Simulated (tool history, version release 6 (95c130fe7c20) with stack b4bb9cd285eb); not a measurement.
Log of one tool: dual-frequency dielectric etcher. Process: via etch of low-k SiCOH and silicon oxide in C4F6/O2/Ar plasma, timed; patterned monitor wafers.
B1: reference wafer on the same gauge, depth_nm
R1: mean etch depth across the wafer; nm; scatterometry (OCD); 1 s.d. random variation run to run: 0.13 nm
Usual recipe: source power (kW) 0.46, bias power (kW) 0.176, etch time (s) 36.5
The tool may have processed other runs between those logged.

{"run": 1, "day": 0.0, "source power (kW)": 0.46, "bias power (kW)": 0.176, "etch time (s)": 36.5, "B1": 81.6, "R1": 87}
{"day": 1.571, "done": "gauge calibrated"}
{"run": 2, "day": 2.712, "source power (kW)": 0.46, "bias power (kW)": 0.176, "etch time (s)": 36.5, "B1": 81.6, "R1": 87}
{"run": 3, "day": 5.438, "source power (kW)": 0.46, "bias power (kW)": 0.176, "etch time (s)": 29.5, "B1": 81.6, "R1": 70.1}
{"day": 6.808, "done": "wet clean of the chamber"}
{"run": 4, "day": 8.358, "source power (kW)": 0.46, "bias power (kW)": 0.176, "etch time (s)": 36.5, "B1": 81.6, "R1": 87.2}
{"run": 5, "day": 14.896, "source power (kW)": 0.46, "bias power (kW)": 0.176, "etch time (s)": 36.5, "B1": 81.6, "R1": 87}
{"day": 16.983, "done": "upper electrode replaced"}
{"run": 6, "day": 17.025, "source power (kW)": 0.46, "bias power (kW)": 0.176, "etch time (s)": 36.5, "B1": 81.6, "R1": 87}
{"day": 17.404, "done": "source power generator calibrated"}
{"run": 7, "day": 19.088, "source power (kW)": 0.46, "bias power (kW)": 0.176, "etch time (s)": 40.5, "B1": 81.6, "R1": 96.3}
{"day": 20.175, "done": "bias power generator calibrated"}
{"run": 8, "day": 20.517, "source power (kW)": 0.46, "bias power (kW)": 0.176, "etch time (s)": 36.5, "B1": 81.6, "R1": 88.1}
{"day": 22.654, "done": "wet clean of the chamber"}
{"run": 9, "day": 22.783, "source power (kW)": 0.46, "bias power (kW)": 0.176, "etch time (s)": 36.5, "B1": 81.6, "R1": 88.8}
{"run": 10, "day": 24.338, "source power (kW)": 0.46, "bias power (kW)": 0.176, "etch time (s)": 36.5, "B1": 81.6, "R1": 88.7}
{"run": 11, "day": 26.225, "source power (kW)": 0.46, "bias power (kW)": 0.176, "etch time (s)": 33.5, "B1": 81.6, "R1": 81.2}
{"run": 12, "day": 34.879, "source power (kW)": 0.46, "bias power (kW)": 0.176, "etch time (s)": 36.5, "B1": 81.6, "R1": 87.9}
{"run": 13, "day": 36.983, "source power (kW)": 0.56, "bias power (kW)": 0.214, "etch time (s)": 45.5, "B1": 81.6, "R1": 123.4}
{"run": 14, "day": 38.733, "source power (kW)": 0.46, "bias power (kW)": 0.176, "etch time (s)": 36.5, "B1": 81.6, "R1": 87.9}
{"day": 39.112, "done": "gauge calibrated"}
{"day": 41.262, "done": "wet clean of the chamber"}
{"run": 15, "day": 41.333, "source power (kW)": 0.46, "bias power (kW)": 0.176, "etch time (s)": 26, "B1": 81.6, "R1": 63.2}
{"run": 16, "day": 42.675, "source power (kW)": 0.46, "bias power (kW)": 0.176, "etch time (s)": 36.5, "B1": 81.6, "R1": 88.4}
{"run": 17, "day": 44.904, "source power (kW)": 0.52, "bias power (kW)": 0.215, "etch time (s)": 42.5, "B1": 81.6, "R1": 112.8}
{"run": 18, "day": 47.125, "source power (kW)": 0.5, "bias power (kW)": 0.157, "etch time (s)": 27.5, "B1": 81.6, "R1": 66.4}
{"run": 19, "day": 49.296, "source power (kW)": 0.58, "bias power (kW)": 0.138, "etch time (s)": 41.5, "B1": 81.6, "R1": 102.5}
{"run": 20, "day": 51.762, "source power (kW)": 0.46, "bias power (kW)": 0.176, "etch time (s)": 36.5, "B1": 81.6, "R1": 87.9}
{"run": 21, "day": 53.112, "source power (kW)": 0.46, "bias power (kW)": 0.21, "etch time (s)": 43.5, "B1": 81.6, "R1": 109.6}
{"run": 22, "day": 55.733, "source power (kW)": 0.46, "bias power (kW)": 0.194, "etch time (s)": 32, "B1": 81.6, "R1": 79}

5 options for the next run, each taken on its own from the tool as it stands now. Forecast them:
{"run": "A", "day": 55.75, "source power (kW)": 0.37, "bias power (kW)": 0.176, "etch time (s)": 36.5, "B1": "?", "R1": "?"}
{"run": "B", "day": 55.75, "source power (kW)": 0.54, "bias power (kW)": 0.176, "etch time (s)": 43, "B1": "?", "R1": "?"}
{"run": "C", "day": 55.75, "source power (kW)": 0.46, "bias power (kW)": 0.148, "etch time (s)": 46.5, "B1": "?", "R1": "?"}
{"run": "D", "day": 55.75, "source power (kW)": 0.46, "bias power (kW)": 0.194, "etch time (s)": 28.5, "B1": "?", "R1": "?"}
{"run": "E", "day": 55.75, "source power (kW)": 0.37, "bias power (kW)": 0.204, "etch time (s)": 36.5, "B1": "?", "R1": "?"}

run=A B1=81.6 R1=81.7
run=B B1=81.6 R1=109.1
run=C B1=81.6 R1=107.2
run=D B1=81.6 R1=70.2
run=E B1=81.6 R1=84.9
With the hidden condition removed and each run's random variation left untouched, the same runs would have given:
run=A R1=82.8
run=B R1=110.5
run=C R1=108.7
run=D R1=71.1
run=E R1=86
